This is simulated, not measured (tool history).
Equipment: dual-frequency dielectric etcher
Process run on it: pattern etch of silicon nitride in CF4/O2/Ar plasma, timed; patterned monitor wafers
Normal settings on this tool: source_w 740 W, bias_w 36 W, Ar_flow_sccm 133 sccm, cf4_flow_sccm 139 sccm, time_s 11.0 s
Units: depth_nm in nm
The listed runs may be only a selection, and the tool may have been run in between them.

| run | day | source_w | bias_w | Ar_flow_sccm | cf4_flow_sccm | time_s | wafers since the last listed run | hours since the last wet clean | hours since the last source power generator calibration | hours since the last bias power generator calibration | hours since the last Ar flow controller change | hours since the last CF4 flow controller change | hours since the last upper electrode change | hours since the gauge calibration | read-back reference wafer on the same gauge, depth_nm | depth_nm |
|---|---|---|---|---|---|---|---|---|---|---|---|---|---|---|---|---|
| 1 | 0.000 | 740 | 36 | 133 | 139 | 11.0 | 0 | 559.5 | 2765.8 | 2310.3 | 1237.6 | 3636.0 | 2230.3 | 3133.7 | 23.32 | 26.28 |
|  | 0.700 | gauge calibrated |
| 2 | 1.762 | 600 | 36 | 133 | 139 | 11.0 | 533 | 601.8 | 2808.1 | 2352.6 | 1279.9 | 3678.3 | 2272.6 | 25.5 | 23.31 | 20.78 |
|  | 3.021 | wet clean of the chamber |
| 3 | 5.642 | 600 | 36 | 133 | 139 | 11.0 | 871 | 62.9 | 2901.2 | 2445.7 | 1373.0 | 3771.4 | 2365.7 | 118.6 | 23.30 | 20.77 |
| 4 | 9.042 | 740 | 36 | 133 | 139 | 11.0 | 1029 | 144.5 | 2982.8 | 2527.3 | 1454.6 | 3853.0 | 2447.3 | 200.2 | 23.29 | 26.07 |
| 5 | 13.292 | 740 | 36 | 133 | 139 | 11.0 | 1286 | 246.5 | 3084.8 | 2629.3 | 1556.6 | 3955.0 | 2549.3 | 302.2 | 23.32 | 26.19 |
|  | 16.171 | CF4 flow controller replaced |
| 6 | 17.229 | 740 | 36 | 133 | 139 | 14.5 | 1116 | 341.0 | 3179.3 | 2723.8 | 1651.1 | 25.4 | 2643.8 | 396.7 | 23.24 | 34.40 |
|  | 19.846 | bias power generator calibrated |
| 7 | 20.258 | 740 | 36 | 133 | 139 | 13.0 | 866 | 413.7 | 3252.0 | 9.9 | 1723.8 | 98.1 | 2716.5 | 469.4 | 23.30 | 30.67 |
| 8 | 23.304 | 740 | 36 | 155 | 127 | 11.0 | 921 | 486.8 | 3325.1 | 83.0 | 1796.9 | 171.2 | 2789.6 | 542.5 | 23.29 | 25.07 |
| 9 | 26.017 | 740 | 36 | 106 | 149 | 7.5 | 820 | 551.9 | 3390.2 | 148.1 | 1862.0 | 236.3 | 2854.7 | 607.6 | 23.28 | 18.22 |
|  | 29.333 | wet clean of the chamber |
| 10 | 30.179 | 670 | 41 | 150 | 104 | 11.0 | 957 | 20.3 | 3490.1 | 248.0 | 1961.9 | 336.2 | 2954.6 | 707.5 | 23.31 | 23.13 |
|  | 35.042 | upper electrode replaced, of another model than before |
| 11 | 35.062 | 740 | 36 | 133 | 139 | 11.0 | 1175 | 137.5 | 3607.3 | 365.2 | 2079.1 | 453.4 | 0.5 | 824.7 | 23.31 | 26.20 |
| 12 | 36.175 | 740 | 36 | 133 | 139 | 10.0 | 336 | 164.2 | 3634.0 | 391.9 | 2105.8 | 480.1 | 27.2 | 851.4 | 23.31 | 23.79 |
| 13 | 39.596 | 740 | 36 | 133 | 139 | 14.5 | 1035 | 246.3 | 3716.1 | 474.0 | 2187.9 | 562.2 | 109.3 | 933.5 | 23.31 | 34.34 |
| 14 | 43.779 | 740 | 27 | 133 | 139 | 13.5 | 1266 | 346.7 | 3816.5 | 574.4 | 2288.3 | 662.6 | 209.7 | 1033.9 | 23.29 | 25.48 |
|  | 47.742 | source power generator calibrated |
|  | 47.917 | Ar flow controller replaced |
| 15 | 54.033 | 740 | 36 | 133 | 139 | 11.0 | 2999 | 592.8 | 151.0 | 820.5 | 146.8 | 908.7 | 455.8 | 1280.0 | 23.35 | 26.83 |
|  | 56.500 | wet clean of the chamber |
| 16 | 56.883 | 740 | 36 | 164 | 139 | 9.5 | 559 | 9.2 | 219.4 | 888.9 | 215.2 | 977.1 | 524.2 | 1348.4 | 23.29 | 22.52 |
| 17 | 60.229 | 900 | 36 | 133 | 139 | 9.0 | 1012 | 89.5 | 299.7 | 969.2 | 295.5 | 1057.4 | 604.5 | 1428.7 | 23.32 | 24.96 |
| 18 | 64.392 | 740 | 36 | 133 | 139 | 11.0 | 1259 | 189.4 | 399.6 | 1069.1 | 395.4 | 1157.3 | 704.4 | 1528.6 | 23.32 | 26.63 |
| 19 | 66.425 | 740 | 27 | 164 | 139 | 10.0 | 615 | 238.2 | 448.4 | 1117.9 | 444.2 | 1206.1 | 753.2 | 1577.4 | 23.28 | 18.86 |
| 20 | 70.338 | 890 | 42 | 133 | 154 | 7.5 | 1184 | 332.1 | 542.3 | 1211.8 | 538.1 | 1300.0 | 847.1 | 1671.3 | 23.31 | 23.07 |
| 21 | 75.700 | 740 | 36 | 133 | 139 | 11.0 | 1622 | 460.8 | 671.0 | 1340.5 | 666.8 | 1428.7 | 975.8 | 1800.0 | 23.29 | 26.62 |

What if the next run were any one of these 4? Each begins from the tool's condition after run 21:
| A | 75.717 | 740 | 36 | 133 | 139 | 11.0 | 5 | 461.2 | 671.4 | 1340.9 | 667.2 | 1429.1 | 976.2 | 1800.4 | ? | ? |
| B | 75.717 | 680 | 36 | 104 | 162 | 9.0 | 5 | 461.2 | 671.4 | 1340.9 | 667.2 | 1429.1 | 976.2 | 1800.4 | ? | ? |
| C | 75.717 | 610 | 36 | 133 | 139 | 11.0 | 5 | 461.2 | 671.4 | 1340.9 | 667.2 | 1429.1 | 976.2 | 1800.4 | ? | ? |
| D | 75.717 | 640 | 36 | 133 | 139 | 11.0 | 5 | 461.2 | 671.4 | 1340.9 | 667.2 | 1429.1 | 976.2 | 1800.4 | ? | ? |

| run | read-back reference wafer on the same gauge, depth_nm | depth_nm |
|---|---|---|
| A | 23.33 | 26.59 |
| B | 23.33 | 21.57 |
| C | 23.33 | 23.55 |
| D | 23.33 | 24.25 |
The same runs, with their run-to-run variation unchanged, on a tool lacking any hidden condition would have given:
| run | depth_nm |
|---|---|
| A | 26.71 |
| B | 21.67 |
| C | 23.65 |
| D | 24.36 |

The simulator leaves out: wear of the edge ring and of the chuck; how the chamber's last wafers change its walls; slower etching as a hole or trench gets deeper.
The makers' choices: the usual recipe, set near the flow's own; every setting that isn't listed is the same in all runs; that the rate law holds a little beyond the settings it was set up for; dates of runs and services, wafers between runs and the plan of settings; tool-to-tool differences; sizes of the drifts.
